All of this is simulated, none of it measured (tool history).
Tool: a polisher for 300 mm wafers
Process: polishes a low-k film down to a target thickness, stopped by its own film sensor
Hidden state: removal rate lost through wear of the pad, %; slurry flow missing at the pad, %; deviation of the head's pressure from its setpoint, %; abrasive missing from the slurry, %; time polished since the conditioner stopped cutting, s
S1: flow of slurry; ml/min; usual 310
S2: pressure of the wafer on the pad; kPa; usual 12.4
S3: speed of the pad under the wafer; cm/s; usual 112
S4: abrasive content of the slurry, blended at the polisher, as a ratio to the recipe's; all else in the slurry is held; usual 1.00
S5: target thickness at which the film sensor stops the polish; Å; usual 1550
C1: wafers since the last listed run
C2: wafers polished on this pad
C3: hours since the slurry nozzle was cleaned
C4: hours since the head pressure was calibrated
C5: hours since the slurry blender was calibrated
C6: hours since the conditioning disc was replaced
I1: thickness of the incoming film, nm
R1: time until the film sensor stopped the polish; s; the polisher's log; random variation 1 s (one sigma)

run,hour,S1,S2,S3,S4,S5,C1,C2,C3,C4,C5,C6,I1,R1
1,0.0,310,10.3,112,1.00,1550,0,3770,407.3,247.2,51.9,450.8,224.0,176.3
2,71.3,310,10.3,112,1.00,1550,406,4176,478.6,318.5,123.2,522.1,220.2,167.6
# hour 88.9: worn pad replaced by a new one
3,110.8,310,10.3,112,1.00,1550,202,124,518.1,358.0,162.7,561.6,220.4,154.9
# hour 134.8: conditioning disc replaced and pad reconditioned
4,310.7,310,12.4,94,1.00,1550,1127,1252,718.0,557.9,362.6,175.9,218.0,147.5
# hour 367.1: head pressure recalibrated
5,411.4,260,12.4,112,1.00,1550,562,1814,818.7,44.3,463.3,276.6,218.0,131.4
6,464.2,260,12.4,112,1.00,1550,300,2115,871.5,97.1,516.1,329.4,217.6,132.0
7,533.5,260,12.4,112,1.00,1550,394,2509,940.8,166.4,585.4,398.7,219.2,135.3
# hour 549.4: slurry nozzle cleaned
# hour 567.0: slurry blender recalibrated
8,618.9,310,12.4,112,1.00,1550,469,2979,69.5,251.8,51.9,484.1,220.2,135.3
# hour 677.9: worn pad replaced by a new one
9,719.4,215,12.4,112,1.00,1550,549,236,170.0,352.3,152.4,584.6,218.8,131.0
# hour 774.1: conditioning disc replaced and pad reconditioned
10,818.4,310,8.3,74,1.25,1390,552,789,269.0,451.3,251.4,44.3,221.7,296.5
11,1026.6,400,15.2,112,1.10,1410,1185,1975,477.2,659.5,459.6,252.5,218.7,117.0
# hour 1043.3: head pressure recalibrated
12,1066.9,355,15.2,74,1.00,1550,218,2193,517.5,23.6,499.9,292.8,218.4,145.7
# hour 1209.2: slurry blender recalibrated
13,1228.1,310,14.5,112,1.00,1490,906,3100,678.7,184.8,18.9,454.0,221.6,129.8
14,1308.3,310,11.0,112,0.75,1550,456,3556,758.9,265.0,99.1,534.2,220.4,197.8
# hour 1319.4: worn pad replaced by a new one
# hour 1388.7: conditioning disc replaced and pad reconditioned
15,1395.4,310,12.4,112,1.00,1550,461,421,846.0,352.1,186.2,6.7,220.7,130.2
16,1456.3,310,14.5,112,1.00,1550,346,768,906.9,413.0,247.1,67.6,220.5,111.4
# hour 1521.0: slurry nozzle cleaned
17,1550.4,310,12.4,88,1.00,1550,530,1298,29.4,507.1,341.2,161.7,216.6,151.2
18,1592.9,245,12.4,78,1.00,1550,242,1540,71.9,549.6,383.7,204.2,220.3,176.4
19,1663.8,225,12.4,112,0.70,1430,403,1944,142.8,620.5,454.6,275.1,222.2,236.8
# hour 1690.4: head pressure recalibrated
20,1716.2,310,12.4,112,1.00,1550,287,2231,195.2,25.8,507.0,327.5,219.3,132.8
21,1764.9,270,16.5,80,1.00,1550,277,2508,243.9,74.5,555.7,376.2,220.1,131.3
# hour 1773.5: slurry blender recalibrated
22,1815.8,390,12.4,98,1.15,1330,278,2787,294.8,125.4,42.3,427.1,220.3,178.6
23,1911.7,310,12.4,112,1.00,1550,546,3333,390.7,221.3,138.2,523.0,217.7,130.0
# hour 1932.3: worn pad replaced by a new one
24,2009.4,250,12.4,112,1.00,1550,533,439,488.4,319.0,235.9,620.7,218.3,128.4
# hour 2018.5: conditioning disc replaced and pad reconditioned
25,2074.6,350,12.4,112,1.00,1550,360,799,553.6,384.2,301.1,56.1,219.7,127.8
26,2152.1,310,12.4,112,1.00,1550,441,1240,631.1,461.7,378.6,133.6,218.2,125.6

How the hidden state differs across the entries between the runs, from the last listed run before each to the first after it:
Between runs 2 and 3: worn pad replaced by a new one (hour 88.9)
  removal rate lost through wear of the pad, %: 8.5 -> 0.986
  measured less the result without the state, R1: +14.2 -> +1.5 s
Between runs 3 and 4: conditioning disc replaced and pad reconditioned (hour 134.8)
  removal rate lost through wear of the pad, %: 0.986 -> 3.08
  measured less the result without the state, R1: +1.5 -> +4.6 s
Between runs 4 and 5: head pressure recalibrated (hour 367.1)
  removal rate lost through wear of the pad, %: 3.08 -> 4.13
  measured less the result without the state, R1: +4.6 -> +5.4 s
Between runs 7 and 8: slurry nozzle cleaned (hour 549.4); slurry blender recalibrated (hour 567.0)
  removal rate lost through wear of the pad, %: 5.4 -> 6.3
  measured less the result without the state, R1: +7.3 -> +8.5 s
Between runs 8 and 9: worn pad replaced by a new one (hour 677.9)
  removal rate lost through wear of the pad, %: 6.3 -> 0.499
  measured less the result without the state, R1: +8.5 -> +0.6 s
Between runs 9 and 10: conditioning disc replaced and pad reconditioned (hour 774.1)
  removal rate lost through wear of the pad, %: 0.499 -> 1.53
  measured less the result without the state, R1: +0.6 -> +4.6 s
Between runs 11 and 12: head pressure recalibrated (hour 1043.3)
  removal rate lost through wear of the pad, %: 3.71 -> 4.13
  measured less the result without the state, R1: +4.3 -> +6.0 s
Between runs 12 and 13: slurry blender recalibrated (hour 1209.2)
  removal rate lost through wear of the pad, %: 4.13 -> 5.82
  measured less the result without the state, R1: +6.0 -> +7.5 s
Between runs 14 and 15: worn pad replaced by a new one (hour 1319.4); conditioning disc replaced and pad reconditioned (hour 1388.7)
  removal rate lost through wear of the pad, %: 6.66 -> 1.08
  measured less the result without the state, R1: +13.2 -> +1.5 s
Between runs 16 and 17: slurry nozzle cleaned (hour 1521.0)
  removal rate lost through wear of the pad, %: 1.71 -> 2.7
  measured less the result without the state, R1: +1.9 -> +4.1 s
Between runs 19 and 20: head pressure recalibrated (hour 1690.4)
  removal rate lost through wear of the pad, %: 3.88 -> 4.43
  measured less the result without the state, R1: +9.2 -> +5.9 s
Between runs 21 and 22: slurry blender recalibrated (hour 1773.5)
  removal rate lost through wear of the pad, %: 4.94 -> 5.47
  measured less the result without the state, R1: +6.5 -> +9.8 s
Between runs 23 and 24: worn pad replaced by a new one (hour 1932.3)
  removal rate lost through wear of the pad, %: 6.47 -> 1.24
  measured less the result without the state, R1: +8.4 -> +1.6 s
Between runs 24 and 25: conditioning disc replaced and pad reconditioned (hour 2018.5)
  removal rate lost through wear of the pad, %: 1.24 -> 1.92
  measured less the result without the state, R1: +1.6 -> +2.5 s
